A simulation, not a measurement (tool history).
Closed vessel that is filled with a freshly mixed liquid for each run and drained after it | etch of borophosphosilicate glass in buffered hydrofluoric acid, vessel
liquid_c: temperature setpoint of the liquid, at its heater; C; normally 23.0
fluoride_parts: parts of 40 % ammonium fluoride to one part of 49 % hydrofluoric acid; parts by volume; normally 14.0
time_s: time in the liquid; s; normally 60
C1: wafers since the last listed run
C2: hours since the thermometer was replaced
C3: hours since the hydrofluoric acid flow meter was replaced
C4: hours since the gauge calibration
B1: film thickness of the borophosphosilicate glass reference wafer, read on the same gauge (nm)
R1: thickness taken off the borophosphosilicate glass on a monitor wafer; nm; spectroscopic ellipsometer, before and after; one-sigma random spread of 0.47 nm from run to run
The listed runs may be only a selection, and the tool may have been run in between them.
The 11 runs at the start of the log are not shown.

Run 12, hour 505.3: usual settings; C1 4175; C2 321.0; C3 1798.5; C4 2170.9; B1 150.02. Result: R1 46.66 nm.
Run 13, hour 537.8: usual settings but liquid_c 18.0 C, fluoride_parts 19.5 parts by volume; C1 2276; C2 353.5; C3 1831.0; C4 2203.4; B1 150.00. Result: R1 25.85 nm.
At hour 554.1: hydrofluoric acid flow meter replaced.
Run 14, hour 605.3: usual settings; C1 4658; C2 421.0; C3 51.2; C4 2270.9; B1 150.01. Result: R1 49.94 nm.
Run 15, hour 634.3: usual settings but time_s 35 s; C1 2031; C2 450.0; C3 80.2; C4 2299.9; B1 149.97. Result: R1 28.94 nm.
Run 16, hour 684.4: usual settings but fluoride_parts 16.0 parts by volume, time_s 95 s; C1 3509; C2 500.1; C3 130.3; C4 2350.0; B1 150.01. Result: R1 68.66 nm.
At hour 693.2: gauge calibrated.
Run 17, hour 740.6: usual settings but time_s 85 s; C1 3937; C2 556.3; C3 186.5; C4 47.4; B1 150.01. Result: R1 69.53 nm.
Run 18, hour 779.8: usual settings but liquid_c 18.0 C, fluoride_parts 19.5 parts by volume; C1 2746; C2 595.5; C3 225.7; C4 86.6; B1 149.99. Result: R1 26.83 nm.
Run 19, hour 808.9: usual settings but liquid_c 27.5 C, time_s 30 s; C1 2038; C2 624.6; C3 254.8; C4 115.7; B1 149.95. Result: R1 31.14 nm.
Run 20, hour 839.3: usual settings but fluoride_parts 9.0 parts by volume; C1 2129; C2 655.0; C3 285.2; C4 146.1; B1 150.03. Result: R1 73.39 nm.
Run 21, hour 872.5: usual settings but liquid_c 19.0 C, fluoride_parts 11.0 parts by volume, time_s 70 s; C1 2325; C2 688.2; C3 318.4; C4 179.3; B1 150.00. Result: R1 57.99 nm.
Run 22, hour 971.9: usual settings but liquid_c 25.0 C; C1 6963; C2 787.6; C3 417.8; C4 278.7; B1 150.01. Result: R1 53.67 nm.
Run 23, hour 1043.8: usual settings but liquid_c 27.0 C, fluoride_parts 10.0 parts by volume, time_s 85 s; C1 5037; C2 859.5; C3 489.7; C4 350.6; B1 149.98. Result: R1 118.14 nm.
Run 24, hour 1074.2: usual settings; C1 2129; C2 889.9; C3 520.1; C4 381.0; B1 150.02. Result: R1 48.27 nm.
Run 25, hour 1141.7: usual settings but liquid_c 19.5 C; C1 4729; C2 957.4; C3 587.6; C4 448.5; B1 150.01. Result: R1 39.81 nm.
Run 26, hour 1175.1: usual settings but liquid_c 24.5 C, fluoride_parts 10.0 parts by volume; C1 2339; C2 990.8; C3 621.0; C4 481.9; B1 150.02. Result: R1 72.11 nm.
Run 27, hour 1211.1: usual settings but liquid_c 18.5 C, fluoride_parts 19.5 parts by volume, time_s 50 s; C1 2522; C2 1026.8; C3 657.0; C4 517.9; B1 150.00. Result: R1 22.49 nm.
Run 28, hour 1276.8: usual settings but fluoride_parts 9.5 parts by volume, time_s 50 s; C1 4602; C2 1092.5; C3 722.7; C4 583.6; B1 150.02. Result: R1 57.50 nm.
Run 29, hour 1325.4: usual settings; C1 3404; C2 1141.1; C3 771.3; C4 632.2; B1 150.03. Result: R1 46.93 nm.
Run 30, hour 1388.5: usual settings; C1 4420; C2 1204.2; C3 834.4; C4 695.3; B1 149.97. Result: R1 47.12 nm.
Run 31, hour 1428.6: usual settings; C1 2809; C2 1244.3; C3 874.5; C4 735.4; B1 150.04. Result: R1 46.47 nm.

Here are 4 independent what-if runs from the current tool condition. What would each one return?
Run A, hour 1429.3: usual settings; C1 49; C2 1245.0; C3 875.2; C4 736.1; B1 ?. Result: R1 ?.
Run B, hour 1429.3: usual settings but liquid_c 27.0 C, fluoride_parts 10.5 parts by volume, time_s 90 s; C1 49; C2 1245.0; C3 875.2; C4 736.1; B1 ?. Result: R1 ?.
Run C, hour 1429.3: usual settings but liquid_c 21.5 C, fluoride_parts 16.0 parts by volume, time_s 90 s; C1 49; C2 1245.0; C3 875.2; C4 736.1; B1 ?. Result: R1 ?.
Run D, hour 1429.3: usual settings but liquid_c 18.0 C, fluoride_parts 16.5 parts by volume; C1 49; C2 1245.0; C3 875.2; C4 736.1; B1 ?. Result: R1 ?.

run      B1      R1
  A  149.99   47.05
  B  149.99  116.22
  C  149.99   56.95
  D  149.99   30.29
Had the tool no hidden state, the same runs would have come out as:
run      R1
  A   51.16
  B  126.20
  C   61.97
  D   32.99

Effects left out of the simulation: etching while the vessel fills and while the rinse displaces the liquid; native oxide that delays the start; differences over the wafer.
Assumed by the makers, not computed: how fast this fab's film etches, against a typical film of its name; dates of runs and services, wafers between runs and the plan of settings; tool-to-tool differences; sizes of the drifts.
